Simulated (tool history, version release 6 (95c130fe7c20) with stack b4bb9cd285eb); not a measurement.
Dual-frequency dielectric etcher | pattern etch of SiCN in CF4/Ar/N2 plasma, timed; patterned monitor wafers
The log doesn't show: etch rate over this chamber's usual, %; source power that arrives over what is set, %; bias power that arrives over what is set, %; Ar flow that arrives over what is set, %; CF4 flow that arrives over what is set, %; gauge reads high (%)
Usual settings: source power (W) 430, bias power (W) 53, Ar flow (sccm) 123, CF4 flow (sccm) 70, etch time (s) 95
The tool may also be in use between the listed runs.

run   hour  source power (W)  bias power (W)  Ar flow (sccm)  CF4 flow (sccm)  etch time (s)  wafers since the last listed run  hours since the last wet clean  hours since the last source power generator calibration  hours since the last bias power generator calibration  hours since the last Ar flow controller change  hours since the last CF4 flow controller change  hours since the last upper electrode change  hours since the gauge calibration  read-back reference wafer on the same gauge, depth_nm  mean etch depth across the wafer (Å)
  1      0               430              53             123               70             95                                 0                           303.3                                                   3234.4                                                 1396.8                                          1755.9                                           5053.3                                       3996.4                              317.2                                                   61.1                                   674
        37  -- wet clean of the chamber
  2   37.5               430              53             123               70             95                               166                             0.5                                                   3271.9                                                 1434.3                                          1793.4                                           5090.8                                       4033.9                              354.7                                                   61.1                                   658
  3   42.9               430              53             123               70             95                                66                             5.9                                                   3277.3                                                 1439.7                                          1798.8                                           5096.2                                       4039.3                              360.1                                                   61.1                                   657
      58.2  -- bias power generator calibrated
  4   78.3               430              53             123               70             95                               387                            41.3                                                   3312.7                                                   20.1                                          1834.2                                           5131.6                                       4074.7                              395.5                                                   61.1                                   661
  5     96               340              53             123               56             95                               218                              59                                                   3330.4                                                   37.8                                          1851.9                                           5149.3                                       4092.4                              413.2                                                   61.1                                   530
     100.8  -- source power generator calibrated
  6  123.7               340              53             123               56             95                               292                            86.7                                                     22.9                                                   65.5                                          1879.6                                             5177                                       4120.1                              440.9                                                   61.1                                   529
  7  151.5               340              53             123               56             95                               343                           114.5                                                     50.7                                                   93.3                                          1907.4                                           5204.8                                       4147.9                              468.7                                                   61.1                                   531
     164.3  -- CF4 flow controller replaced
  8    166               370              53             123               87             95                               104                             129                                                     65.2                                                  107.8                                          1921.9                                              1.7                                       4162.4                              483.2                                                   61.1                                   631
  9    181               430              53             123               81             95                               185                             144                                                     80.2                                                  122.8                                          1936.9                                             16.7                                       4177.4                              498.2                                                   61.1                                   690
     196.8  -- Ar flow controller replaced
 10  204.3               460              47             107               70             95                               213                           167.3                                                    103.5                                                  146.1                                             7.5                                               40                                       4200.7                              521.5                                                   61.1                                   694
     240.2  -- upper electrode replaced, of another model than before
 11  240.7               500              53             123               70             95                               153                           203.7                                                    139.9                                                  182.5                                            43.9                                             76.4                                          0.5                              557.9                                                   61.1                                   711
 12  245.8               530              43             100               70             95                                62                           208.8                                                      145                                                  187.6                                              49                                             81.5                                          5.6                                563                                                   61.1                                   699
     263.7  -- gauge calibrated
 13  263.9               430              53             123               70             95                               223                           226.9                                                    163.1                                                  205.7                                            67.1                                             99.6                                         23.7                                0.2                                                   61.1                                   671
 14  290.6               480              53             110               70             95                               329                           253.6                                                    189.8                                                  232.4                                            93.8                                            126.3                                         50.4                               26.9                                                   61.1                                   714
 15  309.2               390              53             123               76             79                               229                           272.2                                                    208.4                                                    251                                           112.4                                            144.9                                           69                               45.5                                                   61.1                                   551
 16  321.6               510              53             123               81             95                               153                           284.6                                                    220.8                                                  263.4                                           124.8                                            157.3                                         81.4                               57.9                                                   61.1                                   748
     363.6  -- wet clean of the chamber
 17  364.1               470              45             123               65             67                               228                             0.5                                                    263.3                                                  305.9                                           167.3                                            199.8                                        123.9                              100.4                                                   61.1                                   446
 18    369               370              46             123               58             95                                60                             5.4                                                    268.2                                                  310.8                                           172.2                                            204.7                                        128.8                              105.3                                                   61.1                                   563
 19  399.7               430              53             123               70             95                               379                            36.1                                                    298.9                                                  341.5                                           202.9                                            235.4                                        159.5                                136                                                   61.1                                   663
 20  502.7               430              53              93               70             95                              1271                           139.1                                                    401.9                                                  444.5                                           305.9                                            338.4                                        262.5                                239                                                   61.1                                   699

5 ways to go on from here, each from the tool as it stands after run 20. What would each give?
  A  503.1               430              53             123               70             95                                 4                           139.5                                                    402.3                                                  444.9                                           306.3                                            338.8                                        262.9                              239.4                                                      ?                                     ?
  B  503.1               330              53             123               70             95                                 4                           139.5                                                    402.3                                                  444.9                                           306.3                                            338.8                                        262.9                              239.4                                                      ?                                     ?
  C  503.1               350              44             123               59             95                                 4                           139.5                                                    402.3                                                  444.9                                           306.3                                            338.8                                        262.9                              239.4                                                      ?                                     ?
  D  503.1               430              43             123               70             95                                 4                           139.5                                                    402.3                                                  444.9                                           306.3                                            338.8                                        262.9                              239.4                                                      ?                                     ?
  E  503.1               430              53             123               87             95                                 4                           139.5                                                    402.3                                                  444.9                                           306.3                                            338.8                                        262.9                              239.4                                                      ?                                     ?

run  read-back reference wafer on the same gauge, depth_nm  mean etch depth across the wafer (Å)
  A                                                   61.1                                   666
  B                                                   61.1                                   607
  C                                                   61.1                                   550
  D                                                   61.1                                   618
  E                                                   61.1                                   701
Without the tool's hidden state the same runs would have given:
run  mean etch depth across the wafer (Å)
  A                                   659
  B                                   600
  C                                   544
  D                                   611
  E                                   694

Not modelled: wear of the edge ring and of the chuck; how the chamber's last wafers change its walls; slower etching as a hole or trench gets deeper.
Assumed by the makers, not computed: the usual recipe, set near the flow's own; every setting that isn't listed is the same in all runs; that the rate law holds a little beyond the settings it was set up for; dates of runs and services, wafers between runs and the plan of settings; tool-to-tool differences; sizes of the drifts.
